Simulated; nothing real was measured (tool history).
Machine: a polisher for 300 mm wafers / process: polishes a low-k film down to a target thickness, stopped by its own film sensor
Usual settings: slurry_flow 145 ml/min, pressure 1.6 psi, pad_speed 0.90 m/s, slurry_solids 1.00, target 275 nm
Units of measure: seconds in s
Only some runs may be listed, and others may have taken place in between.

| run | hour | slurry_flow | pressure | pad_speed | slurry_solids | target | incoming thickness of the incoming film, nm | seconds |
|---|---|---|---|---|---|---|---|---|
| 1 | 0.0 | 145 | 1.6 | 0.90 | 1.00 | 275 | 308.5 | 115.9 |
| 2 | 50.3 | 145 | 1.6 | 0.90 | 1.00 | 275 | 310.8 | 123.1 |
| 3 | 121.1 | 145 | 1.6 | 0.90 | 1.00 | 275 | 306.4 | 105.1 |
|  | 139.5 | worn pad replaced by a new one |
|  | 145.9 | slurry nozzle cleaned |
| 4 | 163.0 | 175 | 1.6 | 0.90 | 0.80 | 275 | 312.7 | 135.7 |
|  | 195.5 | slurry blender recalibrated |
| 5 | 234.9 | 145 | 1.6 | 0.90 | 1.00 | 275 | 310.2 | 124.9 |
|  | 266.0 | conditioning disc replaced and pad reconditioned |
| 6 | 298.0 | 145 | 1.6 | 0.90 | 1.10 | 278 | 304.5 | 81.1 |
| 7 | 347.0 | 145 | 1.6 | 0.90 | 1.10 | 278 | 313.5 | 110.2 |
| 8 | 529.8 | 145 | 1.6 | 0.90 | 1.10 | 278 | 304.6 | 86.0 |
|  | 536.5 | worn pad replaced by a new one |
| 9 | 571.8 | 145 | 1.6 | 1.00 | 1.00 | 283 | 307.2 | 74.4 |
|  | 575.8 | slurry blender recalibrated |
| 10 | 633.9 | 145 | 1.6 | 0.90 | 1.15 | 269 | 309.0 | 131.6 |
| 11 | 691.0 | 145 | 1.6 | 0.78 | 1.00 | 275 | 305.5 | 117.2 |
|  | 705.1 | head pressure recalibrated |
| 12 | 746.8 | 145 | 1.6 | 0.90 | 1.00 | 275 | 309.2 | 116.5 |
| 13 | 812.7 | 180 | 1.6 | 0.90 | 1.00 | 275 | 309.9 | 118.4 |
|  | 831.0 | conditioning disc replaced and pad reconditioned |
| 14 | 858.6 | 145 | 1.6 | 0.90 | 1.00 | 275 | 303.8 | 91.5 |
| 15 | 916.6 | 180 | 1.1 | 0.60 | 1.00 | 267 | 307.7 | 252.0 |
|  | 948.8 | worn pad replaced by a new one |
| 16 | 949.3 | 145 | 1.3 | 0.82 | 1.10 | 275 | 311.3 | 150.3 |
| 17 | 981.5 | 190 | 2.0 | 0.90 | 1.00 | 275 | 311.7 | 95.0 |
|  | 999.5 | slurry blender recalibrated |
| 18 | 1033.7 | 145 | 1.6 | 0.90 | 1.10 | 278 | 310.5 | 105.8 |
|  | 1088.1 | slurry nozzle cleaned |
| 19 | 1235.6 | 145 | 1.6 | 0.90 | 1.00 | 275 | 307.2 | 109.1 |
|  | 1288.1 | worn pad replaced by a new one |
| 20 | 1299.8 | 145 | 1.4 | 1.14 | 1.00 | 275 | 314.4 | 128.5 |
|  | 1344.4 | slurry blender recalibrated |
| 21 | 1362.0 | 145 | 1.6 | 0.90 | 1.25 | 275 | 309.6 | 110.2 |
| 22 | 1422.8 | 180 | 1.1 | 0.60 | 1.00 | 267 | 307.2 | 253.6 |
|  | 1458.7 | conditioning disc replaced and pad reconditioned |
| 23 | 1476.0 | 145 | 1.6 | 0.66 | 1.00 | 275 | 312.1 | 147.4 |
| 24 | 1522.7 | 145 | 1.6 | 0.90 | 1.00 | 275 | 308.0 | 106.8 |

Forecast each of these 5 alternatives for the next run:
| A | 1523.2 | 145 | 1.2 | 0.90 | 1.00 | 275 | 308.9 | ? |
| B | 1523.2 | 180 | 1.6 | 1.04 | 1.25 | 285 | 308.9 | ? |
| C | 1523.2 | 145 | 1.1 | 1.06 | 1.00 | 275 | 308.9 | ? |
| D | 1523.2 | 145 | 1.6 | 0.62 | 1.00 | 275 | 308.9 | ? |
| E | 1523.2 | 120 | 1.6 | 0.90 | 0.90 | 280 | 308.9 | ? |

| run | seconds |
|---|---|
| A | 139.4 |
| B | 60.2 |
| C | 133.7 |
| D | 140.5 |
| E | 96.2 |
Without the tool's hidden state the same runs would have given:
| run | seconds |
|---|---|
| A | 135.0 |
| B | 57.6 |
| C | 129.2 |
| D | 136.4 |
| E | 92.4 |

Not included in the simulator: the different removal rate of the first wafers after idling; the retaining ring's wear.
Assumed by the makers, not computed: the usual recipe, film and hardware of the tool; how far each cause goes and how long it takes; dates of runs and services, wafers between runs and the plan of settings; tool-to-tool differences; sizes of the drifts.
